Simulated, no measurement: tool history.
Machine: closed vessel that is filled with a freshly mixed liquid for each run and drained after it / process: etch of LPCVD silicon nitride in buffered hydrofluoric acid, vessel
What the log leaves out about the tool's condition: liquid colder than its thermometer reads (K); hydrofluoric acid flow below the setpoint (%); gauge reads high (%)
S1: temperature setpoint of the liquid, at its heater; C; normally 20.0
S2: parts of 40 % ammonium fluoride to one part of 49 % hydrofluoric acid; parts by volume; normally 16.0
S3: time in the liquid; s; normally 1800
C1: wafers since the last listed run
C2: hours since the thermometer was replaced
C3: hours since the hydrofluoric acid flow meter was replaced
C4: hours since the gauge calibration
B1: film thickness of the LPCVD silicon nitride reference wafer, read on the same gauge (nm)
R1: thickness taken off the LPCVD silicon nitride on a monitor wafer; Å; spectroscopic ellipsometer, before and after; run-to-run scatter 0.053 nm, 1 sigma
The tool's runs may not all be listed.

| run | hour | S1 | S2 | S3 | C1 | C2 | C3 | C4 | B1 | R1 |
|---|---|---|---|---|---|---|---|---|---|---|
| 1 | 0.0 | 18.0 | 11.5 | 1800 | 0 | 479.9 | 470.7 | 137.7 | 80.01 | 147.4 |
| 2 | 13.1 | 20.0 | 16.0 | 1800 | 553 | 493.0 | 483.8 | 150.8 | 79.99 | 120.1 |
| 3 | 60.2 | 20.0 | 16.0 | 1800 | 1990 | 540.1 | 530.9 | 197.9 | 79.99 | 120.3 |
| 4 | 69.8 | 20.0 | 16.0 | 1800 | 405 | 549.7 | 540.5 | 207.5 | 80.00 | 118.6 |
| 5 | 83.4 | 20.0 | 16.0 | 2620 | 574 | 563.3 | 554.1 | 221.1 | 79.99 | 173.6 |
| 6 | 96.1 | 20.0 | 16.0 | 2620 | 536 | 576.0 | 566.8 | 233.8 | 80.00 | 173.5 |
| 7 | 113.1 | 20.0 | 16.0 | 2620 | 718 | 593.0 | 583.8 | 250.8 | 80.00 | 175.0 |
| 8 | 127.5 | 23.0 | 16.0 | 2235 | 608 | 607.4 | 598.2 | 265.2 | 80.01 | 174.7 |
| 9 | 139.1 | 20.0 | 16.0 | 1800 | 490 | 619.0 | 609.8 | 276.8 | 80.00 | 119.8 |
| 10 | 145.9 | 20.0 | 16.0 | 1800 | 287 | 625.8 | 616.6 | 283.6 | 80.01 | 120.8 |
| 11 | 154.3 | 20.0 | 16.0 | 1800 | 354 | 634.2 | 625.0 | 292.0 | 79.99 | 120.3 |
| 12 | 168.6 | 20.0 | 16.0 | 915 | 604 | 648.5 | 639.3 | 306.3 | 80.00 | 60.8 |
| 13 | 184.8 | 22.5 | 14.0 | 1010 | 684 | 664.7 | 655.5 | 322.5 | 79.99 | 87.8 |
| 14 | 201.9 | 20.0 | 16.0 | 1800 | 722 | 681.8 | 672.6 | 339.6 | 80.01 | 120.2 |
|  | 208.5 | gauge calibrated |
|  | 229.7 | thermometer replaced |
|  | 250.9 | hydrofluoric acid flow meter replaced |
| 15 | 251.5 | 20.0 | 16.0 | 1800 | 2011 | 21.8 | 0.6 | 43.0 | 79.99 | 118.9 |
| 16 | 266.3 | 20.0 | 16.0 | 1800 | 625 | 36.6 | 15.4 | 57.8 | 80.03 | 119.3 |
| 17 | 276.0 | 20.0 | 16.0 | 1070 | 409 | 46.3 | 25.1 | 67.5 | 79.99 | 70.5 |
| 18 | 292.6 | 23.5 | 16.0 | 1800 | 701 | 62.9 | 41.7 | 84.1 | 79.99 | 145.6 |
| 19 | 307.2 | 20.0 | 16.0 | 1800 | 616 | 77.5 | 56.3 | 98.7 | 80.00 | 119.3 |
| 20 | 323.6 | 21.5 | 12.5 | 2480 | 692 | 93.9 | 72.7 | 115.1 | 79.99 | 226.3 |
| 21 | 339.8 | 20.0 | 11.5 | 1800 | 684 | 110.1 | 88.9 | 131.3 | 80.02 | 164.8 |
| 22 | 353.5 | 20.0 | 18.0 | 1800 | 578 | 123.8 | 102.6 | 145.0 | 79.99 | 106.3 |
| 23 | 362.3 | 23.0 | 21.5 | 1800 | 371 | 132.6 | 111.4 | 153.8 | 79.99 | 107.9 |

Here are 3 independent what-if runs from the current tool condition. What would each one return?
| A | 363.4 | 20.0 | 20.0 | 1800 | 46 | 133.7 | 112.5 | 154.9 | ? | ? |
| B | 363.4 | 20.0 | 16.0 | 1400 | 46 | 133.7 | 112.5 | 154.9 | ? | ? |
| C | 363.4 | 18.5 | 16.0 | 2465 | 46 | 133.7 | 112.5 | 154.9 | ? | ? |

| run | B1 | R1 |
|---|---|---|
| A | 79.98 | 95.9 |
| B | 79.98 | 92.9 |
| C | 79.98 | 150.4 |
Had the tool no hidden state, the same runs would have come out as:
| run | R1 |
|---|---|
| A | 95.9 |
| B | 92.9 |
| C | 150.4 |
